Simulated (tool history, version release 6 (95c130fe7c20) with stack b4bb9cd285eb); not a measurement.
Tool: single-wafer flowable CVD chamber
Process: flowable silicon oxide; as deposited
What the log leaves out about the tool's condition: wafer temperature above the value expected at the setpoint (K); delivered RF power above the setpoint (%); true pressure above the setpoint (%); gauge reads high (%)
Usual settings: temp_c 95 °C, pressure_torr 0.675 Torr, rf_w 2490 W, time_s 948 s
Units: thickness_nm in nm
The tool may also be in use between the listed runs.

run	hour	temp_c	pressure_torr	rf_w	time_s	wafers since the last listed run	hours since the last thermocouple change	hours since the last RF generator calibration	hours since the last manometer calibration	hours since the showerhead was replaced	hours since the gauge calibration	read-back reference wafer on the same gauge, thickness_nm	thickness_nm
1	0.0	102	0.675	2165	948	0	2216.2	1868.8	2008.6	5488.6	936.4	523.989	446.297
2	25.5	95	0.675	2490	948	48	2241.7	1894.3	2034.1	5514.1	961.9	523.436	561.157
3	53.4	95	0.675	2490	948	52	2269.6	1922.2	2062.0	5542.0	989.8	524.441	562.624
4	69.1	95	0.675	2490	948	29	2285.3	1937.9	2077.7	5557.7	1005.5	523.077	563.388
# hour 69.5: gauge calibrated
5	91.1	95	0.675	2880	948	41	2307.3	1959.9	2099.7	5579.7	21.6	522.810	571.861
6	111.2	95	0.675	2880	948	38	2327.4	1980.0	2119.8	5599.8	41.7	524.790	574.401
7	130.5	95	0.675	2490	948	36	2346.7	1999.3	2139.1	5619.1	61.0	523.755	562.617
8	161.9	95	0.600	2490	948	59	2378.1	2030.7	2170.5	5650.5	92.4	523.843	501.425
9	177.6	95	0.600	2490	948	29	2393.8	2046.4	2186.2	5666.2	108.1	524.481	498.871
# hour 190.0: RF generator calibrated
# hour 190.1: capacitance manometer re-zeroed and calibrated
10	195.2	95	0.675	2490	948	18	2411.4	5.2	5.1	5683.8	125.7	524.074	583.719
11	228.3	95	0.675	2090	948	62	2444.5	38.3	38.2	5716.9	158.8	524.139	570.134
# hour 238.3: showerhead replaced
12	262.7	95	0.675	2490	948	50	2478.9	72.7	72.6	24.4	193.2	523.944	585.883
13	286.1	95	0.675	2755	948	44	2502.3	96.1	96.0	47.8	216.6	523.509	592.485
14	312.3	88	0.562	2490	948	49	2528.5	122.3	122.2	74.0	242.8	524.649	598.679
# hour 345.1: capacitance manometer re-zeroed and calibrated, repeated, since the last time left the tool worse
15	345.6	95	0.675	2490	948	47	2561.8	155.6	0.5	107.3	276.1	524.277	532.686
16	372.4	90	0.675	2490	948	50	2588.6	182.4	27.3	134.1	302.9	523.534	623.625
17	389.2	90	0.675	2490	948	31	2605.4	199.2	44.1	150.9	319.7	525.087	622.345
18	401.9	83	0.731	2650	1031	24	2618.1	211.9	56.8	163.6	332.4	523.596	893.022
# hour 443.0: thermocouple changed; heater temperature recalibrated
19	456.1	89	0.754	2490	948	87	13.1	266.1	111.0	217.8	386.6	525.535	718.521
20	485.6	104	0.812	2490	1117	55	42.6	295.6	140.5	247.3	416.1	524.375	581.179
21	509.3	95	0.675	2250	948	44	66.3	319.3	164.2	271.0	439.8	524.180	528.847
22	543.1	95	0.675	2110	948	64	100.1	353.1	198.0	304.8	473.6	524.983	526.225
23	567.6	95	0.675	2490	1008	46	124.6	377.6	222.5	329.3	498.1	523.385	573.077
24	588.7	95	0.565	2490	1093	40	145.7	398.7	243.6	350.4	519.2	523.740	522.391
25	617.0	95	0.675	2490	948	53	174.0	427.0	271.9	378.7	547.5	524.801	538.482
26	641.2	95	0.675	2135	1101	45	198.2	451.2	296.1	402.9	571.7	523.556	612.634
27	668.5	95	0.675	2490	948	51	225.5	478.5	323.4	430.2	599.0	523.420	543.778
28	698.8	81	0.738	2490	796	57	255.8	508.8	353.7	460.5	629.3	523.435	738.833

What if the next run were any one of these 4? Each begins from the tool's condition after run 28:
A	699.5	95	0.591	2490	948	1	256.5	509.5	354.4	461.2	630.0	?	?
B	699.5	88	0.675	2780	834	1	256.5	509.5	354.4	461.2	630.0	?	?
C	699.5	100	0.675	2305	948	1	256.5	509.5	354.4	461.2	630.0	?	?
D	699.5	101	0.791	2070	799	1	256.5	509.5	354.4	461.2	630.0	?	?

run	read-back reference wafer on the same gauge, thickness_nm	thickness_nm
A	524.821	473.275
B	524.821	590.940
C	524.821	459.851
D	524.821	433.521
What these runs would have given with no unlogged condition in the tool:
run	thickness_nm
A	463.873
B	579.292
C	450.788
D	425.258

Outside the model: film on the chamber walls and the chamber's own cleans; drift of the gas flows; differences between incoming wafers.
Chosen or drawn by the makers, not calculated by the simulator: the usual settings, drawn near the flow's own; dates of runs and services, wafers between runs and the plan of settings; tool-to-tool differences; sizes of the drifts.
